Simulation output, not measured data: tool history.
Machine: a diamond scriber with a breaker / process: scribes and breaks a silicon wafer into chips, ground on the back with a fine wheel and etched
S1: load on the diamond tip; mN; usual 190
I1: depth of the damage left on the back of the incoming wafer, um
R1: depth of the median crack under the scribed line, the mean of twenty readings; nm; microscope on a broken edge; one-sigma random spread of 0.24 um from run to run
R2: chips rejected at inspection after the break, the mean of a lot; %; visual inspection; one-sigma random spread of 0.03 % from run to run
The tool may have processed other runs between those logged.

{"run": 1, "hour": 0.0, "S1": 164, "I1": 0.77, "R1": 11950, "R2": 1.6}
{"run": 2, "hour": 6.4, "S1": 164, "I1": 0.46, "R1": 12440, "R2": 1.53}
{"run": 3, "hour": 22.7, "S1": 164, "I1": 0.47, "R1": 12220, "R2": 1.44}
{"run": 4, "hour": 39.4, "S1": 215, "I1": 0.36, "R1": 14680, "R2": 1.41}
{"run": 5, "hour": 48.1, "S1": 190, "I1": 0.73, "R1": 13330, "R2": 0.61}
{"run": 6, "hour": 64.9, "S1": 190, "I1": 0.74, "R1": 13460, "R2": 0.66}
{"run": 7, "hour": 79.6, "S1": 150, "I1": 0.66, "R1": 11830, "R2": 3.11}
{"run": 8, "hour": 92.1, "S1": 150, "I1": 0.4, "R1": 11660, "R2": 3.01}
{"run": 9, "hour": 103.0, "S1": 190, "I1": 0.31, "R1": 13100, "R2": 0.61}
{"run": 10, "hour": 112.4, "S1": 190, "I1": 0.41, "R1": 13580, "R2": 0.63}
{"run": 11, "hour": 123.7, "S1": 190, "I1": 0.67, "R1": 13250, "R2": 0.6}
{"run": 12, "hour": 131.6, "S1": 232, "I1": 0.46, "R1": 14790, "R2": 2.32}
{"run": 13, "hour": 139.6, "S1": 232, "I1": 0.38, "R1": 15130, "R2": 2.37}
{"run": 14, "hour": 150.6, "S1": 172, "I1": 0.74, "R1": 12800, "R2": 1.06}
{"run": 15, "hour": 159.0, "S1": 172, "I1": 0.39, "R1": 12730, "R2": 1.04}
{"run": 16, "hour": 171.8, "S1": 145, "I1": 0.51, "R1": 11280, "R2": 3.79}
{"run": 17, "hour": 196.0, "S1": 145, "I1": 0.3, "R1": 11480, "R2": 3.93}
{"run": 18, "hour": 211.4, "S1": 145, "I1": 0.67, "R1": 11590, "R2": 3.67}
{"run": 19, "hour": 227.4, "S1": 190, "I1": 0.32, "R1": 13610, "R2": 0.66}
{"run": 20, "hour": 238.0, "S1": 212, "I1": 0.66, "R1": 14260, "R2": 1.06}
{"run": 21, "hour": 255.1, "S1": 138, "I1": 0.37, "R1": 11140, "R2": 4.73}
{"run": 22, "hour": 265.4, "S1": 206, "I1": 0.7, "R1": 14190, "R2": 0.88}
{"run": 23, "hour": 271.9, "S1": 146, "I1": 0.44, "R1": 11460, "R2": 3.13}
{"hour": 274.7, "done": "diamond tip replaced by a new one"}
{"run": 24, "hour": 319.8, "S1": 190, "I1": 0.62, "R1": 13780, "R2": 0.61}
{"run": 25, "hour": 333.5, "S1": 190, "I1": 0.72, "R1": 13770, "R2": 0.63}
{"run": 26, "hour": 361.7, "S1": 169, "I1": 0.58, "R1": 12370, "R2": 1.21}
{"run": 27, "hour": 398.6, "S1": 162, "I1": 0.48, "R1": 12020, "R2": 1.72}
{"hour": 410.1, "done": "load on the tip recalibrated"}
{"run": 28, "hour": 413.9, "S1": 158, "I1": 0.64, "R1": 12610, "R2": 2.01}
{"run": 29, "hour": 423.7, "S1": 226, "I1": 0.49, "R1": 14570, "R2": 1.82}
{"run": 30, "hour": 429.8, "S1": 143, "I1": 0.32, "R1": 11810, "R2": 4.14}
{"run": 31, "hour": 442.0, "S1": 144, "I1": 0.62, "R1": 11080, "R2": 3.76}
{"run": 32, "hour": 457.7, "S1": 214, "I1": 0.64, "R1": 14790, "R2": 1.21}
{"run": 33, "hour": 472.2, "S1": 229, "I1": 0.38, "R1": 15000, "R2": 2.3}
{"run": 34, "hour": 478.3, "S1": 220, "I1": 0.4, "R1": 14710, "R2": 1.44}
{"run": 35, "hour": 487.9, "S1": 237, "I1": 0.49, "R1": 15500, "R2": 2.89}
{"run": 36, "hour": 498.3, "S1": 246, "I1": 0.69, "R1": 16250, "R2": 3.34}
{"run": 37, "hour": 513.0, "S1": 243, "I1": 0.45, "R1": 15930, "R2": 3.2}
{"run": 38, "hour": 526.1, "S1": 170, "I1": 0.73, "R1": 12390, "R2": 1.09}
{"run": 39, "hour": 537.9, "S1": 150, "I1": 0.68, "R1": 11670, "R2": 2.89}
{"run": 40, "hour": 581.5, "S1": 156, "I1": 0.36, "R1": 12280, "R2": 2.05}
{"run": 41, "hour": 596.7, "S1": 148, "I1": 0.37, "R1": 11330, "R2": 3.24}
{"run": 42, "hour": 611.1, "S1": 190, "I1": 0.73, "R1": 13550, "R2": 0.66}

What the log doesn't show, run by run:
share of the diamond tip's cutting effectiveness lost through wear, %: 0 at every run
deviation of the load on the tip from its setpoint, %: 0 at every run
